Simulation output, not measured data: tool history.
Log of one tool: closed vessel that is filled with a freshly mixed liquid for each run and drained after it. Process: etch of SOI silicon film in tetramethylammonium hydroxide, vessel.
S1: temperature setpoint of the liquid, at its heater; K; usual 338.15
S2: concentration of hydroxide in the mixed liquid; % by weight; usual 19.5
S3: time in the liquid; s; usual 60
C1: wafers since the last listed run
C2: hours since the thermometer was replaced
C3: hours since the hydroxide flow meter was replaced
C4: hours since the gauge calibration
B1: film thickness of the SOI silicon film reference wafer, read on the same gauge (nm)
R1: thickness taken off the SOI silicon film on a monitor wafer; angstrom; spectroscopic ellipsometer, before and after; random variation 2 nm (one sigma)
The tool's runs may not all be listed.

run 1 hour=0.0 | S1=338.15 S2=18.0 S3=60 | C1=0 C2=86.3 C3=360.4 C4=561.9 | B1=79.98 | R1=2685.0
run 2 hour=25.6 | S1=338.15 S2=18.0 S3=60 | C1=2844 C2=111.9 C3=386.0 C4=587.5 | B1=79.98 | R1=2657.2
-- hour=30.2 gauge calibrated
run 3 hour=39.8 | S1=338.15 S2=19.5 S3=60 | C1=1577 C2=126.1 C3=400.2 C4=9.6 | B1=80.00 | R1=2622.6
run 4 hour=55.3 | S1=342.15 S2=19.5 S3=80 | C1=1722 C2=141.6 C3=415.7 C4=25.1 | B1=80.03 | R1=4389.2
run 5 hour=83.6 | S1=342.15 S2=19.5 S3=80 | C1=3144 C2=169.9 C3=444.0 C4=53.4 | B1=80.02 | R1=4410.3
run 6 hour=108.6 | S1=342.15 S2=19.5 S3=80 | C1=2777 C2=194.9 C3=469.0 C4=78.4 | B1=79.98 | R1=4399.0
run 7 hour=129.7 | S1=338.15 S2=19.5 S3=60 | C1=2344 C2=216.0 C3=490.1 C4=99.5 | B1=80.01 | R1=2636.4
run 8 hour=165.1 | S1=338.15 S2=19.5 S3=60 | C1=3933 C2=251.4 C3=525.5 C4=134.9 | B1=79.99 | R1=2655.9
-- hour=170.7 hydroxide flow meter replaced
run 9 hour=178.3 | S1=338.15 S2=19.5 S3=60 | C1=1355 C2=264.6 C3=7.6 C4=148.1 | B1=80.01 | R1=2651.0
run 10 hour=200.3 | S1=338.15 S2=19.5 S3=60 | C1=2444 C2=286.6 C3=29.6 C4=170.1 | B1=80.01 | R1=2693.1
run 11 hour=225.1 | S1=338.15 S2=19.5 S3=60 | C1=2755 C2=311.4 C3=54.4 C4=194.9 | B1=79.96 | R1=2684.4
run 12 hour=253.0 | S1=336.65 S2=19.5 S3=60 | C1=3100 C2=339.3 C3=82.3 C4=222.8 | B1=80.01 | R1=2421.0
run 13 hour=265.8 | S1=336.65 S2=19.5 S3=60 | C1=1422 C2=352.1 C3=95.1 C4=235.6 | B1=80.03 | R1=2455.1
run 14 hour=293.2 | S1=338.15 S2=23.5 S3=40 | C1=3044 C2=379.5 C3=122.5 C4=263.0 | B1=80.00 | R1=1551.9
run 15 hour=308.5 | S1=338.15 S2=22.0 S3=60 | C1=1700 C2=394.8 C3=137.8 C4=278.3 | B1=79.99 | R1=2514.2
run 16 hour=341.8 | S1=342.65 S2=15.0 S3=35 | C1=3700 C2=428.1 C3=171.1 C4=311.6 | B1=80.03 | R1=2281.4
run 17 hour=372.8 | S1=340.65 S2=24.5 S3=30 | C1=3444 C2=459.1 C3=202.1 C4=342.6 | B1=80.00 | R1=1307.3
run 18 hour=403.3 | S1=338.15 S2=19.5 S3=60 | C1=3389 C2=489.6 C3=232.6 C4=373.1 | B1=80.04 | R1=2734.5
run 19 hour=434.5 | S1=346.15 S2=17.0 S3=90 | C1=3466 C2=520.8 C3=263.8 C4=404.3 | B1=80.04 | R1=6889.4
run 20 hour=469.8 | S1=334.65 S2=23.5 S3=80 | C1=3922 C2=556.1 C3=299.1 C4=439.6 | B1=80.00 | R1=2560.3
run 21 hour=560.8 | S1=341.65 S2=16.5 S3=80 | C1=10111 C2=647.1 C3=390.1 C4=530.6 | B1=80.01 | R1=4906.9
run 22 hour=578.2 | S1=338.15 S2=22.5 S3=80 | C1=1933 C2=664.5 C3=407.5 C4=548.0 | B1=80.00 | R1=3399.4
run 23 hour=611.3 | S1=343.15 S2=19.5 S3=60 | C1=3677 C2=697.6 C3=440.6 C4=581.1 | B1=80.01 | R1=3712.4
-- hour=627.4 hydroxide flow meter replaced
-- hour=633.6 thermometer replaced
-- hour=635.3 gauge calibrated
run 24 hour=637.0 | S1=338.15 S2=21.5 S3=35 | C1=2633 C2=3.4 C3=9.6 C4=1.7 | B1=80.01 | R1=1430.1
run 25 hour=661.7 | S1=345.65 S2=23.0 S3=60 | C1=2744 C2=28.1 C3=34.3 C4=26.4 | B1=79.98 | R1=3568.8
run 26 hour=683.0 | S1=333.15 S2=14.0 S3=60 | C1=2366 C2=49.4 C3=55.6 C4=47.7 | B1=80.01 | R1=2186.3
run 27 hour=707.1 | S1=332.15 S2=19.5 S3=60 | C1=2677 C2=73.5 C3=79.7 C4=71.8 | B1=79.99 | R1=1759.5
run 28 hour=734.6 | S1=341.65 S2=23.0 S3=85 | C1=3055 C2=101.0 C3=107.2 C4=99.3 | B1=80.01 | R1=4040.2
run 29 hour=758.0 | S1=338.15 S2=19.5 S3=60 | C1=2600 C2=124.4 C3=130.6 C4=122.7 | B1=79.97 | R1=2609.6
run 30 hour=786.1 | S1=338.15 S2=19.5 S3=60 | C1=3122 C2=152.5 C3=158.7 C4=150.8 | B1=79.97 | R1=2610.4
run 31 hour=833.2 | S1=338.15 S2=19.5 S3=60 | C1=5233 C2=199.6 C3=205.8 C4=197.9 | B1=79.99 | R1=2627.6
run 32 hour=847.7 | S1=331.65 S2=14.5 S3=60 | C1=1611 C2=214.1 C3=220.3 C4=212.4 | B1=80.00 | R1=1990.3
run 33 hour=864.1 | S1=340.65 S2=23.0 S3=45 | C1=1822 C2=230.5 C3=236.7 C4=228.8 | B1=80.00 | R1=2091.9
run 34 hour=889.5 | S1=335.65 S2=24.5 S3=45 | C1=2822 C2=255.9 C3=262.1 C4=254.2 | B1=79.98 | R1=1416.8

The tool's hidden state at each run:
hydroxide flow above the setpoint (%): 0 in every run
gauge reads high (%): 0 in every run
H1: liquid hotter than its thermometer reads (K)
run=1 H1=0.266
run=2 H1=0.321
run=3 H1=0.351
run=4 H1=0.384
run=5 H1=0.444
run=6 H1=0.497
run=7 H1=0.542
run=8 H1=0.617
run=9 H1=0.645
run=10 H1=0.692
run=11 H1=0.744
run=12 H1=0.804
run=13 H1=0.831
run=14 H1=0.889
run=15 H1=0.922
run=16 H1=0.992
run=17 H1=1.06
run=18 H1=1.12
run=19 H1=1.19
run=20 H1=1.26
run=21 H1=1.46
run=22 H1=1.49
run=23 H1=1.56
run=24 H1=0.0956
run=25 H1=0.148
run=26 H1=0.193
run=27 H1=0.245
run=28 H1=0.303
run=29 H1=0.353
run=30 H1=0.412
run=31 H1=0.512
run=32 H1=0.543
run=33 H1=0.578
run=34 H1=0.632

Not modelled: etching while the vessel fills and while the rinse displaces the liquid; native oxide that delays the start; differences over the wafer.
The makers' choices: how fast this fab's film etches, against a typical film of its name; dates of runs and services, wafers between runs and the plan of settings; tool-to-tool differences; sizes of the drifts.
